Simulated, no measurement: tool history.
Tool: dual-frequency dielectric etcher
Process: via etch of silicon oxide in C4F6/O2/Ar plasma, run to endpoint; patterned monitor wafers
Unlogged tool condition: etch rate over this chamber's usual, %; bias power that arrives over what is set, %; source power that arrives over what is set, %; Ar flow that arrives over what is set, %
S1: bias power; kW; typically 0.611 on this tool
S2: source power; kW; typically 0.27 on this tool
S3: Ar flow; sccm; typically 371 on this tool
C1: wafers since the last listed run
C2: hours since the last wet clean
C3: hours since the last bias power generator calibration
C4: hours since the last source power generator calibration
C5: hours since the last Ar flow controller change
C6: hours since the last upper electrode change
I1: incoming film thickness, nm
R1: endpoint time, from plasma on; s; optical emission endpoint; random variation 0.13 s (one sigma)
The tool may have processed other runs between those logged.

run,hour,S1,S2,S3,C1,C2,C3,C4,C5,C6,I1,R1
1,0,0.611,0.27,371,0,439.9,3948.7,2671.2,1462.5,1259.3,177.6,40.7
# hour 68.5: wet clean of the chamber
2,107,0.611,0.27,371,926,38.5,4055.7,2778.2,1569.5,1366.3,178.8,42.2
3,210.9,0.611,0.27,371,1160,142.4,4159.6,2882.1,1673.4,1470.2,176.8,41.4
4,266.4,0.611,0.27,371,619,197.9,4215.1,2937.6,1728.9,1525.7,177,41.4
5,306.5,0.611,0.29,371,447,238,4255.2,2977.7,1769,1565.8,179.4,40.9
6,391.8,0.611,0.29,371,952,323.3,4340.5,3063,1854.3,1651.1,176.9,39.9
# hour 413.8: bias power generator calibrated
7,448.9,0.611,0.27,302,593,380.4,35.1,3120.1,1911.4,1708.2,177.2,40.1
# hour 559.8: wet clean of the chamber
8,681.3,0.611,0.27,302,2327,121.5,267.5,3352.5,2143.8,1940.6,174.9,40.1
# hour 706.1: source power generator calibrated
9,718.6,0.611,0.27,302,371,158.8,304.8,12.5,2181.1,1977.9,176,40.9
10,819,0.611,0.27,371,1121,259.2,405.2,112.9,2281.5,2078.3,176.2,41.7
11,915.6,0.654,0.22,427,1078,355.8,501.8,209.5,2378.1,2174.9,178.4,44.7
12,971.9,0.563,0.32,371,628,412.1,558.1,265.8,2434.4,2231.2,177,40.6
13,1020.7,0.552,0.27,371,545,460.9,606.9,314.6,2483.2,2280,176.2,43
# hour 1078.5: upper electrode replaced
14,1083.2,0.685,0.2,446,429,523.4,669.4,377.1,2545.7,4.7,178.1,44.8
15,1131.8,0.557,0.27,415,542,572,718,425.7,2594.3,53.3,176.4,43.3
# hour 1169.7: wet clean of the chamber
16,1177,0.611,0.32,410,236,7.3,763.2,470.9,2639.5,98.5,177.7,40.7
17,1273.3,0.716,0.27,455,1075,103.6,859.5,567.2,2735.8,194.8,178.9,40.7
# hour 1320.2: Ar flow controller replaced
18,1372.2,0.611,0.27,371,1037,202.5,958.4,666.1,52,293.7,177.4,42.2
19,1479.1,0.611,0.27,415,1193,309.4,1065.3,773,158.9,400.6,177.8,42.6
20,1533.5,0.544,0.27,463,607,363.8,1119.7,827.4,213.3,455,178.1,45.2
21,1582.5,0.611,0.27,371,547,412.8,1168.7,876.4,262.3,504,175.1,41.1
22,1651.6,0.611,0.32,410,771,481.9,1237.8,945.5,331.4,573.1,176.9,39.1
# hour 1705.6: wet clean of the chamber
23,1706.1,0.564,0.29,312,340,0.5,1292.3,1000,385.9,627.6,175.9,42
24,1799.3,0.758,0.32,310,1040,93.7,1385.5,1093.2,479.1,720.8,175.1,35.2
25,1900.1,0.472,0.27,371,1125,194.5,1486.3,1194,579.9,821.6,178,47.4
26,2006.9,0.552,0.27,371,1192,301.3,1593.1,1300.8,686.7,928.4,175.9,43.6
27,2053.5,0.508,0.3,336,520,347.9,1639.7,1347.4,733.3,975,177.6,43.4
28,2160.1,0.611,0.31,371,1190,454.5,1746.3,1454,839.9,1081.6,178.8,39.8

Below are 5 alternative next runs, each starting from the tool's condition after run 28. Predict each:
A,2160.5,0.611,0.27,371,4,454.9,1746.7,1454.4,840.3,1082,175.8,?
B,2160.5,0.503,0.24,298,4,454.9,1746.7,1454.4,840.3,1082,175.8,?
C,2160.5,0.536,0.23,430,4,454.9,1746.7,1454.4,840.3,1082,175.8,?
D,2160.5,0.611,0.31,281,4,454.9,1746.7,1454.4,840.3,1082,175.8,?
E,2160.5,0.611,0.27,414,4,454.9,1746.7,1454.4,840.3,1082,175.8,?

run,R1
A,41.2
B,45.8
C,47
D,38.1
E,41.7
What these runs would have given with no unlogged condition in the tool:
run,R1
A,42.2
B,46.9
C,48.1
D,39
E,42.7
